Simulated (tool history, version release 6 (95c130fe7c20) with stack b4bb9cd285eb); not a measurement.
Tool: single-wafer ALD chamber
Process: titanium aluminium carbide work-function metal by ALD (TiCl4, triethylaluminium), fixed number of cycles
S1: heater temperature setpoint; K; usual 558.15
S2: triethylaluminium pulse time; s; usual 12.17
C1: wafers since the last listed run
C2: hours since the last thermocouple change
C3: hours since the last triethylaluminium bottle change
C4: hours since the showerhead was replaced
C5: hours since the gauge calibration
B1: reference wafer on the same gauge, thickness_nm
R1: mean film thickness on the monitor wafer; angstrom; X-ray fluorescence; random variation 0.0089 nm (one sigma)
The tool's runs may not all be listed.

run 1 hour=0.0 | S1=558.15 S2=12.17 | C1=0 C2=473.8 C3=243.3 C4=6002.3 C5=58.2 | B1=1.537 | R1=18.90
run 2 hour=65.5 | S1=558.15 S2=12.17 | C1=917 C2=539.3 C3=308.8 C4=6067.8 C5=123.7 | B1=1.536 | R1=18.73
run 3 hour=130.7 | S1=558.15 S2=15.71 | C1=913 C2=604.5 C3=374.0 C4=6133.0 C5=188.9 | B1=1.533 | R1=19.02
run 4 hour=231.9 | S1=558.15 S2=15.71 | C1=1418 C2=705.7 C3=475.2 C4=6234.2 C5=290.1 | B1=1.528 | R1=18.90
run 5 hour=294.3 | S1=558.15 S2=15.71 | C1=874 C2=768.1 C3=537.6 C4=6296.6 C5=352.5 | B1=1.528 | R1=18.90
run 6 hour=354.5 | S1=558.15 S2=11.05 | C1=843 C2=828.3 C3=597.8 C4=6356.8 C5=412.7 | B1=1.523 | R1=18.41
run 7 hour=459.7 | S1=558.15 S2=11.05 | C1=1474 C2=933.5 C3=703.0 C4=6462.0 C5=517.9 | B1=1.513 | R1=18.16
run 8 hour=515.2 | S1=550.15 S2=12.17 | C1=777 C2=989.0 C3=758.5 C4=6517.5 C5=573.4 | B1=1.512 | R1=17.81
-- hour=523.5 showerhead replaced
run 9 hour=569.1 | S1=558.15 S2=12.17 | C1=643 C2=1042.9 C3=812.4 C4=45.6 C5=627.3 | B1=1.504 | R1=18.46
run 10 hour=652.9 | S1=553.15 S2=14.42 | C1=1174 C2=1126.7 C3=896.2 C4=129.4 C5=711.1 | B1=1.494 | R1=18.05
-- hour=658.8 gauge calibrated
run 11 hour=741.4 | S1=543.15 S2=12.17 | C1=1240 C2=1215.2 C3=984.7 C4=217.9 C5=82.6 | B1=1.531 | R1=17.47

Run 12 comes next. What will it give?
-- hour=767.1 thermocouple changed; heater temperature recalibrated
-- hour=767.6 triethylaluminium bottle replaced
run 12 hour=840.5 | S1=554.15 S2=15.78 | C1=1269 C2=73.4 C3=72.9 C4=317.0 C5=181.7 | B1=? | R1=?

Run 12 gave B1 1.528, R1 18.77 angstrom.
Without the tool's hidden state the same run would have given R1 18.91 angstrom.
